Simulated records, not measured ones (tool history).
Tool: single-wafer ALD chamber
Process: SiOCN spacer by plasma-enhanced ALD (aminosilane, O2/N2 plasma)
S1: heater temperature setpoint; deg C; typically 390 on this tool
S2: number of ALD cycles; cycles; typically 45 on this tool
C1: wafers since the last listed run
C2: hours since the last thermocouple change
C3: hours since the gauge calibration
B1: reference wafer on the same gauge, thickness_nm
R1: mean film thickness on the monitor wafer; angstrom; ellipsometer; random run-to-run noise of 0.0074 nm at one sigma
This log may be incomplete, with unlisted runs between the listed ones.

| run | day | S1 | S2 | C1 | C2 | C3 | B1 | R1 |
|---|---|---|---|---|---|---|---|---|
| 1 | 0.000 | 390 | 45 | 0 | 1469.2 | 250.9 | 3.489 | 29.69 |
| 2 | 0.975 | 382 | 45 | 126 | 1492.6 | 274.3 | 3.489 | 29.84 |
| 3 | 2.329 | 382 | 45 | 175 | 1525.1 | 306.8 | 3.493 | 29.97 |
| 4 | 2.875 | 382 | 45 | 70 | 1538.2 | 319.9 | 3.488 | 29.81 |
| 5 | 3.708 | 379 | 45 | 108 | 1558.2 | 339.9 | 3.487 | 29.66 |
| 6 | 5.050 | 385 | 39 | 173 | 1590.4 | 372.1 | 3.488 | 25.82 |
| 7 | 5.642 | 385 | 39 | 76 | 1604.6 | 386.3 | 3.491 | 25.71 |
| 8 | 6.492 | 385 | 39 | 110 | 1625.0 | 406.7 | 3.492 | 25.80 |
|  | 6.858 | gauge calibrated |
| 9 | 7.012 | 390 | 45 | 67 | 1637.5 | 3.7 | 3.491 | 29.72 |
| 10 | 8.417 | 390 | 45 | 182 | 1671.2 | 37.4 | 3.490 | 29.85 |
| 11 | 8.958 | 396 | 45 | 70 | 1684.2 | 50.4 | 3.487 | 29.84 |
| 12 | 10.004 | 396 | 45 | 135 | 1709.3 | 75.5 | 3.488 | 29.82 |
| 13 | 11.038 | 403 | 42 | 133 | 1734.1 | 100.3 | 3.491 | 27.50 |
| 14 | 12.421 | 375 | 40 | 179 | 1767.3 | 133.5 | 3.492 | 26.46 |
| 15 | 12.988 | 385 | 48 | 73 | 1780.9 | 147.1 | 3.488 | 31.57 |
| 16 | 14.467 | 382 | 45 | 191 | 1816.4 | 182.6 | 3.491 | 29.73 |
|  | 14.950 | thermocouple changed; heater temperature recalibrated |
| 17 | 15.175 | 390 | 45 | 48 | 5.4 | 199.6 | 3.490 | 29.88 |
| 18 | 16.300 | 376 | 53 | 145 | 32.4 | 226.6 | 3.489 | 35.05 |
| 19 | 16.900 | 400 | 50 | 77 | 46.8 | 241.0 | 3.491 | 33.04 |
| 20 | 17.562 | 382 | 37 | 85 | 62.7 | 256.9 | 3.489 | 24.50 |
| 21 | 18.783 | 390 | 45 | 158 | 92.0 | 286.2 | 3.492 | 29.78 |
| 22 | 19.492 | 390 | 49 | 91 | 109.0 | 303.2 | 3.492 | 32.36 |
| 23 | 20.938 | 375 | 51 | 187 | 143.7 | 337.9 | 3.490 | 33.80 |
| 24 | 21.796 | 402 | 40 | 111 | 164.3 | 358.5 | 3.489 | 26.17 |

4 ways to go on from here, each from the tool as it stands after run 24. What would each give?
| A | 21.817 | 394 | 45 | 2 | 164.8 | 359.0 | ? | ? |
| B | 21.817 | 380 | 47 | 2 | 164.8 | 359.0 | ? | ? |
| C | 21.817 | 379 | 52 | 2 | 164.8 | 359.0 | ? | ? |
| D | 21.817 | 385 | 53 | 2 | 164.8 | 359.0 | ? | ? |

| run | B1 | R1 |
|---|---|---|
| A | 3.489 | 29.79 |
| B | 3.489 | 31.12 |
| C | 3.489 | 34.43 |
| D | 3.489 | 35.09 |
Had the tool no hidden state, the same runs would have come out as:
| run | R1 |
|---|---|
| A | 29.79 |
| B | 31.12 |
| C | 34.43 |
| D | 35.09 |
